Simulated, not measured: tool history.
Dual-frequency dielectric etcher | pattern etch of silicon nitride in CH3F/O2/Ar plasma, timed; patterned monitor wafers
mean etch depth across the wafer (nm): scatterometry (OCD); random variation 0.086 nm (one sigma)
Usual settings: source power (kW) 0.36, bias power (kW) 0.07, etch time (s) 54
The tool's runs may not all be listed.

run	hour	source power (kW)	bias power (kW)	etch time (s)	read-back reference wafer on the same gauge, depth_nm	mean etch depth across the wafer (nm)
1	0	0.31	0.078	54	30.99	33.06
2	61.2	0.36	0.07	54	31	33.39
3	157.6	0.36	0.07	54	31.01	33.3
4	262.2	0.33	0.07	54	30.99	32.43
5	351.6	0.32	0.07	54	30.99	32.01
6	428.1	0.42	0.07	54	30.99	34.89
7	493.8	0.42	0.07	54	31	34.79
8	596	0.36	0.056	62	31.01	35.07
9	701.3	0.36	0.056	62	31	35.1
10	802.8	0.36	0.07	54	31	33.05
11	905.5	0.43	0.07	54	31	35.06
12	984.7	0.36	0.052	54	31	29.57
13	1055.2	0.41	0.083	69	31.02	46.76
14	1104.7	0.39	0.086	39	31	26.41
15	1208.1	0.36	0.054	54	30.99	30.8
16	1439.2	0.36	0.07	54	30.99	33.66
17	1480.9	0.36	0.07	62.5	31	39
18	1553.9	0.34	0.064	41	31	24.33
19	1608.7	0.36	0.06	54	31.01	31.87
20	1646.2	0.36	0.07	54	30.99	33.63
21	1722.1	0.36	0.07	54	31	33.6
22	1825.1	0.36	0.07	54	30.98	33.63
23	1931	0.36	0.07	54	31.02	33.66
24	2024.4	0.43	0.065	66	30.99	42.65
25	2113.2	0.39	0.056	68	31.03	39.95
26	2172	0.36	0.07	54	31	33.48
27	2274.8	0.42	0.07	62.5	31.01	40.76
28	2378.5	0.36	0.07	39	31.01	24.24
29	2435.5	0.45	0.064	44.5	31.01	28.76

Not shown: 7 entries that the log had between the listed runs. Between which runs, and how does the tool's hidden state differ before and after?
Between runs 5 and 6: bias power generator calibrated (hour 421.8)
  source power that arrives over what is set, %: -3.36 -> -3.58
  measured less the result without the state, mean etch depth across the wafer (nm): -0.34 -> -0.4
Between runs 6 and 7: gauge calibrated (hour 458.3)
  source power that arrives over what is set, %: -3.58 -> -3.77
  measured less the result without the state, mean etch depth across the wafer (nm): -0.4 -> -0.43
Between runs 7 and 8: wet clean of the chamber (hour 548.4)
  source power that arrives over what is set, %: -3.77 -> -4.08
  measured less the result without the state, mean etch depth across the wafer (nm): -0.43 -> -0.47
Between runs 10 and 11: upper electrode replaced (hour 877)
  source power that arrives over what is set, %: -4.74 -> -5.08
  measured less the result without the state, mean etch depth across the wafer (nm): -0.51 -> -0.58
Between runs 14 and 15: source power generator calibrated (hour 1136.3)
  source power that arrives over what is set, %: -5.78 -> 0.878
  measured less the result without the state, mean etch depth across the wafer (nm): -0.49 -> +0.09
Between runs 15 and 16: wet clean of the chamber (hour 1265.2)
  source power that arrives over what is set, %: 0.878 -> 0.834
  measured less the result without the state, mean etch depth across the wafer (nm): +0.09 -> +0.09
Between runs 22 and 23: wet clean of the chamber (hour 1903)
  source power that arrives over what is set, %: 0.64 -> 0.561
  measured less the result without the state, mean etch depth across the wafer (nm): +0.07 -> +0.06

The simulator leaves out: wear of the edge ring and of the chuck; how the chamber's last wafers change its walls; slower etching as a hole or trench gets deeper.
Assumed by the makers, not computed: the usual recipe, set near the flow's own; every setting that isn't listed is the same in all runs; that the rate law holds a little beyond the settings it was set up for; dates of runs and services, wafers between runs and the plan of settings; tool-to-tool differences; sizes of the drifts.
